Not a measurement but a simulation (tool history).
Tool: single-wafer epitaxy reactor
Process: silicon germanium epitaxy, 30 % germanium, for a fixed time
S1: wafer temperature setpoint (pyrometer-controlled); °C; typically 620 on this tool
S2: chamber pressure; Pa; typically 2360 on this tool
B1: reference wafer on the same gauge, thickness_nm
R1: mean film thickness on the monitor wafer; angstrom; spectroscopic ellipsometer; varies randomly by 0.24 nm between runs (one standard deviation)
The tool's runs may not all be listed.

run 1 day=0.000 | S1=620 S2=2360 | B1=82.278 | R1=917.53
run 2 day=0.658 | S1=613 S2=1933 | B1=82.275 | R1=737.39
run 3 day=1.333 | S1=620 S2=1947 | B1=82.202 | R1=828.31
run 4 day=1.958 | S1=620 S2=1947 | B1=82.206 | R1=827.39
run 5 day=2.396 | S1=620 S2=1947 | B1=82.320 | R1=827.88
run 6 day=3.883 | S1=620 S2=2360 | B1=82.310 | R1=918.47
run 7 day=4.283 | S1=620 S2=2640 | B1=82.264 | R1=973.36
-- day=4.654 capacitance manometer re-zeroed and calibrated
run 8 day=4.788 | S1=620 S2=2360 | B1=82.307 | R1=879.12
run 9 day=5.321 | S1=620 S2=2360 | B1=82.347 | R1=880.49
run 10 day=5.683 | S1=620 S2=2360 | B1=82.232 | R1=878.75
run 11 day=5.942 | S1=620 S2=2360 | B1=82.250 | R1=877.80
run 12 day=6.575 | S1=620 S2=2360 | B1=82.226 | R1=879.51
run 13 day=6.892 | S1=620 S2=2360 | B1=82.385 | R1=877.32
-- day=7.350 showerhead replaced, of another model than before
run 14 day=7.967 | S1=620 S2=2053 | B1=82.317 | R1=770.85
run 15 day=8.304 | S1=625 S2=2360 | B1=82.354 | R1=956.57
run 16 day=8.733 | S1=628 S2=2360 | B1=82.258 | R1=996.64
-- day=9.008 gauge calibrated
run 17 day=9.246 | S1=620 S2=2360 | B1=82.254 | R1=884.78
-- day=9.992 pyrometer calibrated
run 18 day=10.012 | S1=606 S2=1787 | B1=82.301 | R1=525.40
run 19 day=10.708 | S1=620 S2=2360 | B1=82.260 | R1=888.32
run 20 day=11.362 | S1=627 S2=2680 | B1=82.305 | R1=1096.82
run 21 day=12.012 | S1=613 S2=2360 | B1=82.271 | R1=793.56
run 22 day=12.267 | S1=629 S2=1907 | B1=82.288 | R1=819.94
run 23 day=12.650 | S1=611 S2=1947 | B1=82.333 | R1=638.79
run 24 day=13.325 | S1=629 S2=1867 | B1=82.308 | R1=798.92
run 25 day=13.875 | S1=606 S2=2613 | B1=82.311 | R1=781.47
run 26 day=14.525 | S1=620 S2=2360 | B1=82.363 | R1=893.50
run 27 day=14.971 | S1=628 S2=1986 | B1=82.253 | R1=846.38

Predict each of these 5 candidate next runs independently; none follows another, all start after run 27:
run A day=14.988 | S1=620 S2=2360 | B1=? | R1=?
run B day=14.988 | S1=620 S2=2133 | B1=? | R1=?
run C day=14.988 | S1=614 S2=2640 | B1=? | R1=?
run D day=14.988 | S1=606 S2=2093 | B1=? | R1=?
run E day=14.988 | S1=620 S2=2200 | B1=? | R1=?

run=A B1=82.185 R1=894.20
run=B B1=82.185 R1=813.94
run=C B1=82.185 R1=893.62
run=D B1=82.185 R1=642.03
run=E B1=82.185 R1=838.75
Take away the tool's hidden state, keep each run's random variation, and the runs would have read:
run=A R1=880.13
run=B R1=801.13
run=C R1=879.56
run=D R1=631.93
run=E R1=825.55

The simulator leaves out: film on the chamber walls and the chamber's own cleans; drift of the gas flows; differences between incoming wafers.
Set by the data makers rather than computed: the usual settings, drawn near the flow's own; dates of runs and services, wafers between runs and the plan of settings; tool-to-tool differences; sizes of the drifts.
